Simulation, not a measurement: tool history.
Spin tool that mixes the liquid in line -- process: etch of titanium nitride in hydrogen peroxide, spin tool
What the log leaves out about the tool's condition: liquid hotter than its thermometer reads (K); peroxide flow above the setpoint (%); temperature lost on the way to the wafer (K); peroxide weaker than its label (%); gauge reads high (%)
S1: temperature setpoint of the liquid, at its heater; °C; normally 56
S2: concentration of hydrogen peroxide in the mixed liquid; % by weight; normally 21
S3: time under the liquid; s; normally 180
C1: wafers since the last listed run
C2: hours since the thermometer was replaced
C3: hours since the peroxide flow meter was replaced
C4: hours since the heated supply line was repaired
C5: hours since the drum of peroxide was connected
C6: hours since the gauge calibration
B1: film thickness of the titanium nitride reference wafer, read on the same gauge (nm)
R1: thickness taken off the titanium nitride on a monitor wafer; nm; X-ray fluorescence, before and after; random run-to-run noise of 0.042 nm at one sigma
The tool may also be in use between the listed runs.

run   hour    S1    S2   S3   C1     C2      C3      C4      C5     C6     B1     R1
  1      0    56    21  220    0  734.1  1638.1  3603.5    1026  153.4  40.01  10.71
  2   10.6    56    21  220  107  744.7  1648.7  3614.1  1036.6    164  40.01  10.75
  3   19.8    56    21  220   93  753.9  1657.9  3623.3  1045.8  173.2  39.98  10.77
  4   37.2    56    21  180  176  771.3  1675.3  3640.7  1063.2  190.6  40.01    8.7
  5   83.6    56    21  180  470  817.7  1721.7  3687.1  1109.6    237  40.01   8.78
  6   96.5    56    21  180  130  830.6  1734.6    3700  1122.5  249.9  40.01   8.79
  7    111  48.5    21  180  146  845.1  1749.1  3714.5    1137  264.4  40.01   5.08
  8  125.4    56    21  235  145  859.5  1763.5  3728.9  1151.4  278.8  40.01   11.4
  9  136.3    56    21  180  110  870.4  1774.4  3739.8  1162.3  289.7     40   8.76
 10    143    56    21  180   67  877.1  1781.1  3746.5    1169  296.4  40.01   8.74
     144.7  -- gauge calibrated
     159.8  -- heated supply line repaired
 11  160.6    56    21  180  168  894.7  1798.7     0.8  1186.6   15.9  39.98  10.61
 12  175.1    56    21  245  146  909.2  1813.2    15.3  1201.1   30.4  39.98  14.42
 13  189.3  52.5    21  245  143  923.4  1827.4    29.5  1215.3   44.6  40.01  11.33
 14  199.2    47    17  180  100  933.3  1837.3    39.4  1225.2   54.5  40.01   5.31
     201.2  -- new drum of peroxide connected
 15    212    48    19  265  119  946.1  1850.1    52.2    10.8   67.3  39.99    8.6
     213.3  -- peroxide flow meter replaced
 16  220.4    56    21  180   75  954.5     7.1    60.6    19.2   75.7     40  10.56
 17  229.2    49    23  210   89  963.3    15.9    69.4      28   84.5     40   7.64
 18  243.6  52.5    21  125  145  977.7    30.3    83.8    42.4   98.9     40   5.77
     249.7  -- thermometer replaced
 19  261.1    64    21  180  167   11.4    47.8   101.3    59.9  116.4  39.99   18.2
 20  272.8    63    21  180  118   23.1    59.5     113    71.6  128.1  39.99  17.03
 21  282.3    56  18.5  225   96   32.6      69   122.5    81.1  137.6     40  12.88
 22  292.2    56    21  180  100   42.5    78.9   132.4      91  147.5  39.98  10.62
 23  340.2  50.5    24  265  486   90.5   126.9   180.4     139  195.5  40.01  10.92
 24  347.5    56    21  180   73   97.8   134.2   187.7   146.3  202.8  39.98  10.54
 25    361  49.5    21  180  136  111.3   147.7   201.2   159.8  216.3  39.98   6.64

Here are 3 independent what-if runs from the current tool condition. What would each one return?
  A  361.5    56    21  180   5  111.8  148.2  201.7  160.3  216.8   ?   ?
  B  361.5  51.5    16  180   5  111.8  148.2  201.7  160.3  216.8   ?   ?
  C  361.5    56  15.5  180   5  111.8  148.2  201.7  160.3  216.8   ?   ?

run     B1     R1
  A  40.02  10.53
  B  40.02   7.23
  C  40.02   9.87
Had the tool no hidden state, the same runs would have come out as:
run     R1
  A  10.64
  B   7.31
  C   9.98
